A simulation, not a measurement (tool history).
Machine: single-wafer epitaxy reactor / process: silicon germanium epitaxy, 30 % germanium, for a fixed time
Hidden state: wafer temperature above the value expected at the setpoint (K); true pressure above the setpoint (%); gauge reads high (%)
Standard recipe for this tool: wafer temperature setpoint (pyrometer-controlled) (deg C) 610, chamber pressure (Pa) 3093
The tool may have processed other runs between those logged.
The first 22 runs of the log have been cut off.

| run | hour | wafer temperature setpoint (pyrometer-controlled) (deg C) | chamber pressure (Pa) | wafers since the last listed run | hours since the last pyrometer calibration | hours since the last manometer calibration | hours since the showerhead was replaced | hours since the gauge calibration | read-back reference wafer on the same gauge, thickness_nm | mean film thickness on the monitor wafer (Å) |
|---|---|---|---|---|---|---|---|---|---|---|
| 23 | 610.9 | 610 | 2453 | 197 | 244.8 | 276.7 | 425.9 | 132.4 | 61.344 | 679.11 |
| 24 | 637.6 | 610 | 2586 | 424 | 271.5 | 303.4 | 452.6 | 159.1 | 61.325 | 696.71 |
| 25 | 663.1 | 610 | 3093 | 405 | 297 | 328.9 | 478.1 | 184.6 | 61.279 | 756.94 |
| 26 | 698.3 | 620 | 3626 | 559 | 332.2 | 364.1 | 513.3 | 219.8 | 61.327 | 994.96 |
| 27 | 729.6 | 616 | 3800 | 497 | 363.5 | 395.4 | 544.6 | 251.1 | 61.322 | 939.86 |
| 28 | 765.3 | 596 | 2840 | 567 | 399.2 | 431.1 | 580.3 | 286.8 | 61.323 | 543.58 |
| 29 | 786.4 | 604 | 3573 | 335 | 420.3 | 452.2 | 601.4 | 307.9 | 61.301 | 717.76 |
| 30 | 815.2 | 610 | 3093 | 457 | 449.1 | 481 | 630.2 | 336.7 | 61.297 | 758.16 |

Estimate the outcome of run 31 from the log above:
| 31 | 846.3 | 610 | 3640 | 494 | 480.2 | 512.1 | 661.3 | 367.8 | ? | ? |

Run 31 produced read-back reference wafer on the same gauge, thickness_nm 61.246, mean film thickness on the monitor wafer (Å) 815.48.
If the tool had no hidden condition, the same run with the same run-to-run variation would have returned mean film thickness on the monitor wafer (Å) 815.48.

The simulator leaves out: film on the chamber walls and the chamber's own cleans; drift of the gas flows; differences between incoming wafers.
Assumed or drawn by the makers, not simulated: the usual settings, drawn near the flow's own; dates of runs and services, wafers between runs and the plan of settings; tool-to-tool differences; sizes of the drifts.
